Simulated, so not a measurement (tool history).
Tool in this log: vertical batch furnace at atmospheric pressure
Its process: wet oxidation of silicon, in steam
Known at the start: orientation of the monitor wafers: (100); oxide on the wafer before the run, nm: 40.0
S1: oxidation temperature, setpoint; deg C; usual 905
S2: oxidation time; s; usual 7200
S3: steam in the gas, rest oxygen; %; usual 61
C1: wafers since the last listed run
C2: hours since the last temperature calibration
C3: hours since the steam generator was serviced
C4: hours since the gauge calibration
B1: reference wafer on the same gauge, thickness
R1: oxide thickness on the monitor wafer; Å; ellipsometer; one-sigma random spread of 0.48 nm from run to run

run	hour	S1	S2	S3	C1	C2	C3	C4	B1	R1
1	0	905	7200	61	0	3104.7	2369.7	237.6	243.86	2315
2	19.9	914	7200	61	155	3124.6	2389.6	257.5	244.05	2517.5
3	33.8	914	7200	61	108	3138.5	2403.5	271.4	243.99	2510.1
4	50.7	914	7200	61	131	3155.4	2420.4	288.3	244.07	2519
# hour 53.8: gauge calibrated
5	60.3	905	7200	61	74	3165	2430	6.5	244.02	2319.6
6	85.1	905	7200	61	193	3189.8	2454.8	31.3	243.88	2324.9
7	155.6	905	7200	53	550	3260.3	2525.3	101.8	244.01	2098
8	179.9	905	7200	53	189	3284.6	2549.6	126.1	244.01	2107.1
# hour 218: steam generator serviced
# hour 239.9: thermocouples replaced and temperature profile calibrated
9	240.4	914	7200	61	113	0.5	22.4	186.6	244.22	2402.8
10	247.1	894	7200	61	52	7.2	29.1	193.3	244.13	1940.7
11	253.7	929	4050	51	51	13.8	35.7	199.9	244.05	1612.6
12	315.9	928	8160	52	485	76	97.9	262.1	243.92	2661
13	339.2	905	9390	61	181	99.3	121.2	285.4	244.06	2670.3
# hour 342.5: gauge calibrated
14	359.7	898	9330	68	160	119.8	141.7	17.2	243.84	2679.7
15	398.5	905	9540	61	302	158.6	180.5	56	243.89	2701.5
16	411.4	898	7200	61	100	171.5	193.4	68.9	244.16	2035.8
17	434.8	915	4080	69	182	194.9	216.8	92.3	243.91	1763.6

What if the next run were any one of these 5? Each begins from the tool's condition after run 17:
A	441.5	905	7200	61	52	201.6	223.5	99	?	?
B	441.5	905	7200	72	52	201.6	223.5	99	?	?
C	441.5	894	9000	73	52	201.6	223.5	99	?	?
D	441.5	893	7200	70	52	201.6	223.5	99	?	?
E	441.5	917	3810	50	52	201.6	223.5	99	?	?

run	B1	R1
A	244.11	2197.1
B	244.11	2478.6
C	244.11	2616.7
D	244.11	2128.4
E	244.11	1375.8
Without the tool's unlogged condition, the same runs would have read:
run	R1
A	2189.4
B	2469.9
C	2606.8
D	2120.2
E	1371.7
